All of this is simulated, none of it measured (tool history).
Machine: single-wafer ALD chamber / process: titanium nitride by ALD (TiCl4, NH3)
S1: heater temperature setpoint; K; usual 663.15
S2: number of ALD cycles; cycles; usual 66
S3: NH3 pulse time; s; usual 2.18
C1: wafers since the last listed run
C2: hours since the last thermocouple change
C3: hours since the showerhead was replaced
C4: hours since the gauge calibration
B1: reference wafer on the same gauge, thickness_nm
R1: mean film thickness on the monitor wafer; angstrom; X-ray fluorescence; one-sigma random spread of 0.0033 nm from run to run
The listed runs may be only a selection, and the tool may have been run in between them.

| run | hour | S1 | S2 | S3 | C1 | C2 | C3 | C4 | B1 | R1 |
|---|---|---|---|---|---|---|---|---|---|---|
| 1 | 0 | 673.15 | 66 | 2.18 | 0 | 494.5 | 4560.7 | 1649.9 | 1.151 | 13.47 |
| 2 | 53.6 | 673.15 | 66 | 2.18 | 176 | 548.1 | 4614.3 | 1703.5 | 1.151 | 13.5 |
| 3 | 90.6 | 673.15 | 66 | 2.18 | 121 | 585.1 | 4651.3 | 1740.5 | 1.15 | 13.43 |
| 4 | 128.4 | 663.15 | 69 | 2.18 | 124 | 622.9 | 4689.1 | 1778.3 | 1.149 | 13.96 |
| 5 | 223.6 | 663.15 | 69 | 2.18 | 313 | 718.1 | 4784.3 | 1873.5 | 1.151 | 13.91 |
| 6 | 281.5 | 663.15 | 69 | 2.18 | 190 | 776 | 4842.2 | 1931.4 | 1.15 | 13.96 |
| 7 | 358.1 | 663.15 | 71 | 2.18 | 252 | 852.6 | 4918.8 | 2008 | 1.149 | 14.32 |
| 8 | 463.8 | 663.15 | 71 | 2.18 | 348 | 958.3 | 5024.5 | 2113.7 | 1.15 | 14.39 |
| 9 | 534.2 | 663.15 | 71 | 2.18 | 231 | 1028.7 | 5094.9 | 2184.1 | 1.151 | 14.4 |
| 10 | 629.4 | 663.15 | 66 | 2.18 | 313 | 1123.9 | 5190.1 | 2279.3 | 1.151 | 13.35 |
| 11 | 677.2 | 663.15 | 66 | 2.18 | 157 | 1171.7 | 5237.9 | 2327.1 | 1.151 | 13.28 |
| 12 | 781.5 | 663.15 | 66 | 2.18 | 343 | 1276 | 5342.2 | 2431.4 | 1.151 | 13.39 |
| 13 | 857.2 | 653.15 | 66 | 2.18 | 249 | 1351.7 | 5417.9 | 2507.1 | 1.151 | 13.19 |
| 14 | 917.1 | 653.15 | 66 | 2.18 | 197 | 1411.6 | 5477.8 | 2567 | 1.151 | 13.16 |
| 15 | 1024 | 653.15 | 66 | 2.18 | 352 | 1518.5 | 5584.7 | 2673.9 | 1.15 | 13.26 |
| 16 | 1113.8 | 657.15 | 66 | 2.18 | 295 | 1608.3 | 5674.5 | 2763.7 | 1.15 | 13.29 |
| 17 | 1200.8 | 657.15 | 66 | 2.18 | 286 | 1695.3 | 5761.5 | 2850.7 | 1.15 | 13.23 |
|  | 1212.6 | thermocouple changed; heater temperature recalibrated |
| 18 | 1262.9 | 663.15 | 66 | 2.18 | 178 | 50.3 | 5823.6 | 2912.8 | 1.15 | 13.34 |
| 19 | 1318.5 | 663.15 | 66 | 2.18 | 183 | 105.9 | 5879.2 | 2968.4 | 1.151 | 13.33 |
|  | 1336.2 | showerhead replaced |
| 20 | 1410.4 | 663.15 | 66 | 2.18 | 276 | 197.8 | 74.2 | 3060.3 | 1.15 | 13.29 |
| 21 | 1495.1 | 663.15 | 66 | 2.94 | 278 | 282.5 | 158.9 | 3145 | 1.15 | 13.44 |
| 22 | 1593.5 | 649.15 | 66 | 1.77 | 324 | 380.9 | 257.3 | 3243.4 | 1.15 | 13.12 |
|  | 1792.6 | gauge calibrated |
| 23 | 1826.2 | 663.15 | 61 | 3 | 766 | 613.6 | 490 | 33.6 | 1.15 | 12.44 |
| 24 | 1919.9 | 651.15 | 66 | 2.18 | 308 | 707.3 | 583.7 | 127.3 | 1.149 | 13.19 |
| 25 | 1956.1 | 675.15 | 66 | 2.18 | 119 | 743.5 | 619.9 | 163.5 | 1.149 | 13.43 |
| 26 | 2053.7 | 663.15 | 66 | 2.18 | 321 | 841.1 | 717.5 | 261.1 | 1.15 | 13.34 |
| 27 | 2099.9 | 650.15 | 72 | 2.18 | 152 | 887.3 | 763.7 | 307.3 | 1.151 | 14.48 |
| 28 | 2174.7 | 672.15 | 79 | 2.96 | 246 | 962.1 | 838.5 | 382.1 | 1.15 | 16.15 |
| 29 | 2277.6 | 672.15 | 53 | 2.97 | 338 | 1065 | 941.4 | 485 | 1.15 | 10.83 |
| 30 | 2330.6 | 663.15 | 66 | 2.18 | 174 | 1118 | 994.4 | 538 | 1.15 | 13.38 |
| 31 | 2376.3 | 677.15 | 70 | 2.18 | 150 | 1163.7 | 1040.1 | 583.7 | 1.151 | 14.33 |
| 32 | 2450.2 | 658.15 | 56 | 2.18 | 243 | 1237.6 | 1114 | 657.6 | 1.151 | 11.28 |
| 33 | 2499.6 | 655.15 | 59 | 1.77 | 162 | 1287 | 1163.4 | 707 | 1.15 | 11.78 |
| 34 | 2553.7 | 663.15 | 66 | 2.18 | 178 | 1341.1 | 1217.5 | 761.1 | 1.15 | 13.31 |
| 35 | 2647.1 | 675.15 | 60 | 1.8 | 307 | 1434.5 | 1310.9 | 854.5 | 1.151 | 12.24 |
|  | 2711.5 | thermocouple changed; heater temperature recalibrated |
| 36 | 2748.7 | 663.15 | 66 | 2.68 | 308 | 37.2 | 1412.5 | 956.1 | 1.15 | 13.43 |
| 37 | 2815.9 | 663.15 | 55 | 1.86 | 221 | 104.4 | 1479.7 | 1023.3 | 1.151 | 11.14 |
| 38 | 2907.8 | 671.15 | 66 | 1.31 | 302 | 196.3 | 1571.6 | 1115.2 | 1.151 | 13.3 |
| 39 | 2985.6 | 663.15 | 66 | 2.18 | 256 | 274.1 | 1649.4 | 1193 | 1.151 | 13.32 |
| 40 | 3033.6 | 671.15 | 73 | 2.46 | 158 | 322.1 | 1697.4 | 1241 | 1.15 | 14.88 |

For each run, what was the tool's unlogged condition?
wafer temperature above the value expected at the setpoint (K): 0 on each run
gauge reads high (%): 0 on each run
